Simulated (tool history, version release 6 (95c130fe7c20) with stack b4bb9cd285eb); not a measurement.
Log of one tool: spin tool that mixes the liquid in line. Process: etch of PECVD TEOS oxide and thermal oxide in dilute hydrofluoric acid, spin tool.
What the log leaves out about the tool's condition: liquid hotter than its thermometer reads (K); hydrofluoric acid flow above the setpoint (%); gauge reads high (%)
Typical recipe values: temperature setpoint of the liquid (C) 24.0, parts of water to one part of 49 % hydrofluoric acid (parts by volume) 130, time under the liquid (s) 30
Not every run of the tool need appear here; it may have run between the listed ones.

run,hour,temperature setpoint of the liquid (C),parts of water to one part of 49 % hydrofluoric acid (parts by volume),time under the liquid (s),wafers since the last listed run,hours since the thermometer was replaced,hours since the hydrofluoric acid flow meter was replaced,hours since the gauge calibration,"read-back film thickness of the PECVD TEOS oxide reference wafer, read on the same gauge (nm)","read-back film thickness of the thermal oxide reference wafer, read on the same gauge (nm)",thickness taken off the PECVD TEOS oxide on a monitor wafer (Å),thickness taken off the thermal oxide on a monitor wafer (Å)
1,0.0,24.0,130,30,0,382.6,290.4,75.7,90.01,100.003,57.0,10.74
2,34.1,24.0,130,30,617,416.7,324.5,109.8,89.99,100.016,58.4,9.76
3,61.0,24.0,130,30,487,443.6,351.4,136.7,89.99,100.025,57.8,10.69
4,82.7,24.0,130,30,393,465.3,373.1,158.4,90.02,99.983,58.4,10.79
5,101.0,24.0,130,30,331,483.6,391.4,176.7,90.01,99.987,58.8,10.96
6,193.2,24.0,150,30,1670,575.8,483.6,268.9,90.00,100.001,49.3,8.88
7,220.1,24.0,150,30,487,602.7,510.5,295.8,89.98,100.004,49.7,9.06
# hour 222.7: hydrofluoric acid flow meter replaced
8,236.4,24.0,130,30,277,619.0,13.7,312.1,90.01,100.015,58.9,11.24
9,250.8,24.0,130,30,260,633.4,28.1,326.5,90.00,100.006,58.1,11.33
10,265.5,24.0,130,40,266,648.1,42.8,341.2,90.01,100.003,76.0,14.21
# hour 278.8: thermometer replaced
11,293.9,24.0,130,40,496,15.1,71.2,369.6,90.02,100.008,77.7,14.43
12,312.2,24.0,130,40,331,33.4,89.5,387.9,90.00,99.983,78.2,13.82
13,380.1,25.5,130,25,1230,101.3,157.4,455.8,90.02,99.972,51.3,9.20
# hour 401.7: gauge calibrated
14,409.2,24.0,130,30,527,130.4,186.5,7.5,90.02,100.019,58.4,10.02
15,421.4,24.0,130,30,221,142.6,198.7,19.7,89.99,100.050,58.0,10.59
16,441.0,24.0,165,30,355,162.2,218.3,39.3,89.98,100.005,43.8,7.65
17,471.1,20.0,70,15,545,192.3,248.4,69.4,89.99,99.980,48.6,9.02
18,484.3,24.0,130,25,239,205.5,261.6,82.6,90.00,100.025,47.9,8.41
19,519.6,21.0,175,40,639,240.8,296.9,117.9,89.99,99.991,48.6,9.31
20,554.1,24.0,80,30,625,275.3,331.4,152.4,90.01,100.023,100.2,16.58
21,588.7,25.5,90,25,626,309.9,366.0,187.0,90.00,100.006,78.6,13.30
22,621.6,21.5,130,15,596,342.8,398.9,219.9,89.98,100.010,26.0,4.61
23,652.9,24.0,130,30,567,374.1,430.2,251.2,90.01,100.039,58.0,10.52
24,687.9,22.0,155,30,634,409.1,465.2,286.2,89.99,99.973,43.4,7.83
25,702.4,20.0,195,20,262,423.6,479.7,300.7,89.99,100.001,20.5,3.73
26,733.6,26.0,180,35,565,454.8,510.9,331.9,89.99,99.983,49.5,8.43

Here are 3 independent what-if runs from the current tool condition. What would each one return?
A,734.0,24.0,130,30,7,455.2,511.3,332.3,?,?,?,?
B,734.0,27.5,130,15,7,455.2,511.3,332.3,?,?,?,?
C,734.0,22.5,130,30,7,455.2,511.3,332.3,?,?,?,?

run,"read-back film thickness of the PECVD TEOS oxide reference wafer, read on the same gauge (nm)","read-back film thickness of the thermal oxide reference wafer, read on the same gauge (nm)",thickness taken off the PECVD TEOS oxide on a monitor wafer (Å),thickness taken off the thermal oxide on a monitor wafer (Å)
A,89.99,99.986,57.3,10.39
B,89.99,99.986,32.7,5.94
C,89.99,99.986,54.0,9.80
With no hidden state in the tool, these same runs would have given:
run,thickness taken off the PECVD TEOS oxide on a monitor wafer (Å),thickness taken off the thermal oxide on a monitor wafer (Å)
A,57.3,10.39
B,32.7,5.94
C,54.0,9.80
